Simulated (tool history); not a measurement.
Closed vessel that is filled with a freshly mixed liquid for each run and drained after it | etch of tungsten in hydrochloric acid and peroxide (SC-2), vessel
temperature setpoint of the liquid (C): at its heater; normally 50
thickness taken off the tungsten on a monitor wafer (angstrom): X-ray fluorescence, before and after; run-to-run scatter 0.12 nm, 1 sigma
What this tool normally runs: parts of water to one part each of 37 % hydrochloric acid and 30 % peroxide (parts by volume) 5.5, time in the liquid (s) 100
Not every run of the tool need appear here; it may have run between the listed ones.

run	day	temperature setpoint of the liquid (C)	parts of water to one part each of 37 % hydrochloric acid and 30 % peroxide (parts by volume)	time in the liquid (s)	read-back film thickness of the tungsten reference wafer, read on the same gauge (nm)	thickness taken off the tungsten on a monitor wafer (angstrom)
1	0	50	5.5	100	59.99	179.8
# day 1.133: chemicals flow meter replaced
2	2.112	50	5.5	100	59.99	180.8
3	3.175	50	5.5	80	59.97	146
4	4.562	50	5.5	85	59.99	152.2
5	6.862	50	5.5	65	60.02	115.4
# day 6.992: new drum of peroxide connected
6	9.05	50	5.5	65	60.01	117.6
7	10.525	50	5.5	100	59.97	179.7
8	13.429	47	5.5	100	60.03	144.8
9	16.383	55.5	4.5	100	60.02	299.3
10	17.567	55.5	4.5	100	60.01	297.8
11	20.212	50	5.5	100	59.99	181.6
12	22.017	53.5	5.5	100	60	227
13	23.067	50	6.5	150	59.97	237.8
# day 24.096: gauge calibrated
# day 24.225: new drum of peroxide connected
14	25.958	50	4	60	60.03	135.6
15	28.008	53.5	5.5	100	59.97	226.3

What will run 16 give?
16	29.512	59	8	150	?	?

Run 16 produced read-back film thickness of the tungsten reference wafer, read on the same gauge (nm) 60.01, thickness taken off the tungsten on a monitor wafer (angstrom) 362.1.
On a tool with no hidden condition, and with the same random variation, this run would have come out at thickness taken off the tungsten on a monitor wafer (angstrom) 362.1.
